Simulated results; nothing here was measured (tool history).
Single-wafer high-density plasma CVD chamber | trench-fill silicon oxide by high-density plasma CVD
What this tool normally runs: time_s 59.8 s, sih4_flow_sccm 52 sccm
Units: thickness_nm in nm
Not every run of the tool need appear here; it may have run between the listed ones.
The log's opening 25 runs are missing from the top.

run	day	time_s	sih4_flow_sccm	wafers since the last listed run	hours since the silane flow controller was replaced	hours since the gauge calibration	read-back reference wafer on the same gauge, thickness_nm	thickness_nm
26	26.925	59.8	46	403	31.4	552.5	324.280	283.946
27	27.762	50.3	56	277	51.5	572.6	323.892	290.061
28	28.683	55.2	49	305	73.6	594.7	324.154	279.176
29	29.417	64.7	52	243	91.2	612.3	323.599	349.924
30	30.292	59.8	58	290	112.2	633.3	324.606	361.506
# day 31.421: gauge calibrated
31	31.454	59.8	52	385	140.1	0.8	323.944	324.175
32	32.421	59.8	42	320	163.3	24.0	323.804	259.597
33	33.042	59.8	52	205	178.2	38.9	324.362	322.466
34	34.288	69.0	47	413	208.1	68.8	324.313	331.537
35	35.467	59.8	52	391	236.4	97.1	324.371	321.669
36	38.042	71.0	55	854	298.2	158.9	323.973	402.933
37	39.538	59.8	60	496	334.1	194.8	323.953	374.109
38	40.583	68.5	45	346	359.2	219.9	324.214	319.822
39	41.462	68.5	45	291	380.3	241.0	324.003	320.921
40	42.004	55.7	52	179	393.3	254.0	323.873	298.367
41	43.050	51.6	49	346	418.4	279.1	323.829	260.318

Consider 4 possible next runs. They are alternatives, not a sequence: every one starts from the tool as it was left by run 41. What does each give?
A	43.067	59.8	43	5	418.8	279.5	?	?
B	43.067	55.5	42	5	418.8	279.5	?	?
C	43.067	67.5	42	5	418.8	279.5	?	?
D	43.067	65.2	43	5	418.8	279.5	?	?

run	read-back reference wafer on the same gauge, thickness_nm	thickness_nm
A	323.862	266.625
B	323.862	241.699
C	323.862	293.958
D	323.862	290.702
With the hidden condition removed and each run's random variation left untouched, the same runs would have given:
run	thickness_nm
A	266.625
B	241.699
C	293.958
D	290.702
